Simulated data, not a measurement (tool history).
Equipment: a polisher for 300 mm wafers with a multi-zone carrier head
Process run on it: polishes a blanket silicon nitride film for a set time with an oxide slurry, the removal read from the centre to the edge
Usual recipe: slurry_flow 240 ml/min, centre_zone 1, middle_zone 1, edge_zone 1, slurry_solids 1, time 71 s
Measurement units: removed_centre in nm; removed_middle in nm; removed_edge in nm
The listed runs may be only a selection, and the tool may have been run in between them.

run,hour,slurry_flow,centre_zone,middle_zone,edge_zone,slurry_solids,time,wafers since the last listed run,wafers polished on this pad,hours since the slurry nozzle was cleaned,hours since the centre zone pressure was calibrated,hours since the edge zone pressure was calibrated,hours since the carrier head's membrane was replaced,"incoming thickness of the incoming film, nm",removed_centre,removed_middle,removed_edge
1,0,240,1,1,1,1,71,0,1217,339.8,859.9,347.9,1069.5,502.6,42.2,42,41.5
2,34.8,240,1,1,1,1,71,422,1639,374.6,894.7,382.7,1104.3,507.4,42.3,41.4,41
# hour 80.1: edge zone pressure recalibrated
3,97.8,240,1,1,1,1,71,740,2380,437.6,957.7,17.7,1167.3,515.4,42.8,42.8,41.7
# hour 139.6: worn pad replaced by a new one
4,162,240,1,1,1,1,71,730,271,501.8,1021.9,81.9,1231.5,514.5,42.4,42.8,41.8
# hour 177.2: centre zone pressure recalibrated
5,267.3,240,1,1,1,1,71,1254,1526,607.1,90.1,187.2,1336.8,516.2,42.5,42.2,41.1
6,310.9,240,1,1,1,0.8,57,529,2055,650.7,133.7,230.8,1380.4,503.9,32.3,32.9,32.2
# hour 416: worn pad replaced by a new one
7,494.7,240,1,1,1,1,71,2182,955,834.5,317.5,414.6,1564.2,520.5,42.3,41.9,41
# hour 523.1: slurry nozzle cleaned
8,553.6,240,1,1,1,1,71,702,1658,30.5,376.4,473.5,1623.1,520,42.2,41.7,41.5
# hour 556.2: edge zone pressure recalibrated
9,590.4,240,1,1,1,1,71,422,2080,67.3,413.2,34.2,1659.9,504.9,42.6,43.4,41.6
10,639.1,240,1,1,1,1,71,591,2671,116,461.9,82.9,1708.6,504.4,42.4,42.4,41.3
# hour 677: worn pad replaced by a new one
11,698.7,180,1,1,1.08,1,71,675,263,175.6,521.5,142.5,1768.2,515.7,41.1,41.2,41.3
12,724.9,240,1,1,1,0.75,71,318,581,201.8,547.7,168.7,1794.4,512.9,40,39.6,39.2
13,790.2,290,1.1,1,1.03,1,71,792,1374,267.1,613,234,1859.7,504.8,48.3,42.8,43
14,824.2,310,1,1,0.97,1,71,412,1786,301.1,647,268,1893.7,501.7,43.6,43.4,42.6
# hour 835.7: carrier head's membrane replaced by a new one
15,887.2,240,1,1,1,1,71,704,2491,364.1,710,331,51.5,513.6,42.8,42.8,41.7
# hour 938: worn pad replaced by a new one
16,956.6,215,1,1,0.91,1.25,71,793,226,433.5,779.4,400.4,120.9,514,44.2,44.3,42.4
# hour 958.8: centre zone pressure recalibrated
# hour 1003.5: edge zone pressure recalibrated
17,1024.3,240,1,0.96,1.05,1,95,773,999,501.2,65.5,20.8,188.6,517.2,56.6,54.4,57.1
18,1081.5,240,0.95,1.12,1.12,1,88,694,1693,558.4,122.7,78,245.8,508.8,50.3,58,52.9
19,1107.8,190,0.9,1,1,1,83,319,2013,584.7,149,104.3,272.1,510.3,43.3,48.4,47.5
20,1165.8,240,1,1,1,1,71,704,2717,642.7,207,162.3,330.1,501.8,41.6,43,42.4

Estimate the outcome of run 21 from the log above:
# hour 1193.5: worn pad replaced by a new one
21,1233.9,240,1,1,1,1,71,778,489,710.8,275.1,230.4,398.2,505.4,?,?,?

Run 21 produced removed_centre 41.7 nm, removed_middle 42.1 nm, removed_edge 41.4 nm.
Were there no unlogged condition in the tool, this run, its random variation unchanged, would have produced removed_centre 41.7 nm, removed_middle 42.1 nm, removed_edge 41.4 nm.
